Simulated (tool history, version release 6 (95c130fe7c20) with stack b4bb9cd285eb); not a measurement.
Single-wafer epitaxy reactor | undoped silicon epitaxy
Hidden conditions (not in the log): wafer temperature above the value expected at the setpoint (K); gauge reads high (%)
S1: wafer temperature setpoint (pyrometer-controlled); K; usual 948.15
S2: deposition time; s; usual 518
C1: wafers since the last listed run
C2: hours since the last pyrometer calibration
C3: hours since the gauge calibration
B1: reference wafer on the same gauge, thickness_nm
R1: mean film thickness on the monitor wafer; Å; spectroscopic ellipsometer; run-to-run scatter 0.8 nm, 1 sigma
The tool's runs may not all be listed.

run,hour,S1,S2,C1,C2,C3,B1,R1
1,0.0,948.15,518,0,1302.8,1594.9,169.665,1480.14
2,77.3,948.15,518,357,1380.1,1672.2,169.929,1469.24
3,141.0,948.15,463,294,1443.8,1735.9,170.060,1315.64
4,206.6,948.15,497,303,1509.4,1801.5,170.073,1407.93
5,433.6,948.15,497,1050,1736.4,2028.5,169.869,1430.05
# hour 542.2: pyrometer calibrated
6,724.2,948.15,497,1307,182.0,2319.1,170.314,1391.82
7,921.7,948.15,518,913,379.5,2516.6,169.982,1444.54
8,959.8,948.15,518,176,417.6,2554.7,169.959,1443.99
9,1042.1,948.15,518,380,499.9,2637.0,169.824,1444.36
10,1126.5,948.15,518,390,584.3,2721.4,169.947,1462.75
11,1233.2,951.15,518,493,691.0,2828.1,169.886,1564.32
12,1282.2,951.15,518,226,740.0,2877.1,170.295,1539.85
13,1326.5,951.15,518,204,784.3,2921.4,170.208,1562.35
14,1373.6,943.15,518,217,831.4,2968.5,170.079,1342.77
15,1472.3,948.15,518,456,930.1,3067.2,169.840,1468.56
16,1563.4,948.15,518,421,1021.2,3158.3,170.116,1471.88
17,1679.1,944.15,518,535,1136.9,3274.0,170.025,1373.31
18,1766.3,940.15,596,403,1224.1,3361.2,170.240,1461.53
19,1826.9,940.15,596,280,1284.7,3421.8,169.687,1478.66
20,1884.7,948.15,462,267,1342.5,3479.6,170.171,1314.85
21,1935.3,948.15,518,234,1393.1,3530.2,169.939,1469.49
# hour 1995.1: pyrometer calibrated
22,2034.0,948.15,518,419,38.9,3628.9,169.876,1486.61
23,2106.5,948.15,440,335,111.4,3701.4,170.248,1275.27
24,2172.9,938.15,620,307,177.8,3767.8,169.913,1501.52
25,2250.2,959.15,457,357,255.1,3845.1,170.178,1625.81
26,2354.5,941.15,518,482,359.4,3949.4,170.121,1331.98
27,2440.6,948.15,549,398,445.5,4035.5,169.981,1614.78
28,2535.2,948.15,518,437,540.1,4130.1,170.128,1519.38
29,2658.5,959.15,457,570,663.4,4253.4,169.993,1627.80
30,2696.7,938.15,518,176,701.6,4291.6,169.878,1269.58
# hour 2828.0: pyrometer calibrated, repeated, since the last time left the tool worse
31,2871.7,948.15,518,772,43.7,4466.6,169.622,1463.36
32,2930.7,948.15,490,272,102.7,4525.6,169.889,1371.31
33,3011.4,961.15,599,373,183.4,4606.3,170.056,2142.63
34,3101.8,948.15,518,418,273.8,4696.7,170.062,1446.14
# hour 3132.8: gauge calibrated
35,3190.8,948.15,518,411,362.8,58.0,169.875,1459.10
36,3227.1,941.15,416,167,399.1,94.3,169.758,1046.30
37,3540.1,948.15,589,1447,712.1,407.3,170.167,1676.87
38,3589.3,948.15,518,227,761.3,456.5,169.802,1477.54
39,3692.0,934.15,592,475,864.0,559.2,170.407,1312.20
40,3775.5,956.15,582,386,947.5,642.7,169.710,1917.35
41,3872.8,941.15,464,450,1044.8,740.0,169.891,1158.38
42,3960.5,948.15,518,405,1132.5,827.7,169.763,1468.88
43,4223.7,954.15,518,1217,1395.7,1090.9,169.798,1644.51

Branching from run 43: 3 alternative next runs. What would each branch give?
A,4224.2,933.15,518,2,1396.2,1091.4,?,?
B,4224.2,935.15,439,2,1396.2,1091.4,?,?
C,4224.2,941.15,469,2,1396.2,1091.4,?,?

run,B1,R1
A,170.298,1124.08
B,170.298,988.77
C,170.298,1180.12
Without the tool's unlogged condition, the same runs would have read:
run,R1
A,1093.95
B,962.36
C,1148.95
